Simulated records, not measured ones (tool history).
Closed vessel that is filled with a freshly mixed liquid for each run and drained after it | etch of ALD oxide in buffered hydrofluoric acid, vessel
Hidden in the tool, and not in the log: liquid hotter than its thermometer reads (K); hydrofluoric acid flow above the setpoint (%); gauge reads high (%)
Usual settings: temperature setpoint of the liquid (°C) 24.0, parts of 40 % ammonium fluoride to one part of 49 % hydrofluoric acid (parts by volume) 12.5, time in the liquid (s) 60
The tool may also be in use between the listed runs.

| run | hour | temperature setpoint of the liquid (°C) | parts of 40 % ammonium fluoride to one part of 49 % hydrofluoric acid (parts by volume) | time in the liquid (s) | wafers since the last listed run | hours since the thermometer was replaced | hours since the hydrofluoric acid flow meter was replaced | hours since the gauge calibration | read-back film thickness of the ALD oxide reference wafer, read on the same gauge (nm) | thickness taken off the ALD oxide on a monitor wafer (Å) |
|---|---|---|---|---|---|---|---|---|---|---|
| 1 | 0.0 | 26.0 | 11.5 | 60 | 0 | 2574.5 | 327.2 | 53.0 | 29.98 | 1951.7 |
| 2 | 12.2 | 26.0 | 11.5 | 60 | 1013 | 2586.7 | 339.4 | 65.2 | 30.01 | 1945.6 |
| 3 | 27.1 | 26.0 | 11.5 | 60 | 1237 | 2601.6 | 354.3 | 80.1 | 30.04 | 1957.5 |
| 4 | 39.4 | 24.0 | 12.5 | 60 | 1021 | 2613.9 | 366.6 | 92.4 | 30.00 | 1626.1 |
| 5 | 46.4 | 24.0 | 12.5 | 60 | 581 | 2620.9 | 373.6 | 99.4 | 29.99 | 1627.9 |
| 6 | 88.7 | 24.0 | 12.5 | 60 | 3514 | 2663.2 | 415.9 | 141.7 | 30.02 | 1625.1 |
| 7 | 106.5 | 24.0 | 12.5 | 60 | 1478 | 2681.0 | 433.7 | 159.5 | 29.98 | 1651.5 |
| 8 | 114.0 | 24.0 | 12.5 | 60 | 623 | 2688.5 | 441.2 | 167.0 | 29.99 | 1642.6 |
| 9 | 131.5 | 24.0 | 10.5 | 60 | 1453 | 2706.0 | 458.7 | 184.5 | 30.04 | 1932.1 |
| 10 | 157.2 | 24.0 | 10.5 | 60 | 2135 | 2731.7 | 484.4 | 210.2 | 29.99 | 1928.6 |
| 11 | 174.8 | 24.0 | 10.5 | 60 | 1462 | 2749.3 | 502.0 | 227.8 | 30.01 | 1953.3 |
| 12 | 185.6 | 26.0 | 16.5 | 70 | 897 | 2760.1 | 512.8 | 238.6 | 30.02 | 1642.1 |
| 13 | 199.9 | 24.0 | 11.0 | 85 | 1188 | 2774.4 | 527.1 | 252.9 | 29.96 | 2663.6 |
| 14 | 213.1 | 24.0 | 12.5 | 60 | 1096 | 2787.6 | 540.3 | 266.1 | 29.99 | 1668.7 |
| 15 | 224.0 | 24.0 | 12.5 | 60 | 905 | 2798.5 | 551.2 | 277.0 | 30.00 | 1670.7 |
| 16 | 235.9 | 24.0 | 10.0 | 60 | 988 | 2810.4 | 563.1 | 288.9 | 30.03 | 1990.8 |
| 17 | 252.1 | 26.0 | 16.5 | 70 | 1345 | 2826.6 | 579.3 | 305.1 | 29.99 | 1650.5 |
|  | 255.3 | thermometer replaced |
|  | 257.3 | hydrofluoric acid flow meter replaced |
| 18 | 259.7 | 19.0 | 12.5 | 50 | 465 | 4.4 | 2.4 | 312.7 | 30.00 | 967.7 |
| 19 | 270.1 | 27.0 | 12.5 | 30 | 864 | 14.8 | 12.8 | 323.1 | 30.01 | 906.0 |
|  | 276.7 | gauge calibrated |
| 20 | 316.3 | 26.0 | 8.5 | 70 | 3838 | 61.0 | 59.0 | 39.6 | 29.98 | 2851.7 |
| 21 | 326.8 | 24.0 | 12.5 | 60 | 872 | 71.5 | 69.5 | 50.1 | 30.00 | 1537.1 |
| 22 | 340.4 | 24.0 | 12.5 | 30 | 1129 | 85.1 | 83.1 | 63.7 | 29.99 | 773.7 |
| 23 | 346.5 | 28.0 | 12.5 | 60 | 506 | 91.2 | 89.2 | 69.8 | 29.99 | 1927.5 |

Forecast each of these 3 alternatives for the next run:
| A | 347.2 | 24.0 | 12.5 | 60 | 58 | 91.9 | 89.9 | 70.5 | ? | ? |
| B | 347.2 | 26.5 | 12.5 | 40 | 58 | 91.9 | 89.9 | 70.5 | ? | ? |
| C | 347.2 | 24.0 | 12.5 | 35 | 58 | 91.9 | 89.9 | 70.5 | ? | ? |

| run | read-back film thickness of the ALD oxide reference wafer, read on the same gauge (nm) | thickness taken off the ALD oxide on a monitor wafer (Å) |
|---|---|---|
| A | 29.98 | 1544.1 |
| B | 29.98 | 1178.5 |
| C | 29.98 | 900.7 |
Without the tool's hidden state the same runs would have given:
| run | thickness taken off the ALD oxide on a monitor wafer (Å) |
|---|---|
| A | 1515.6 |
| B | 1156.8 |
| C | 884.1 |
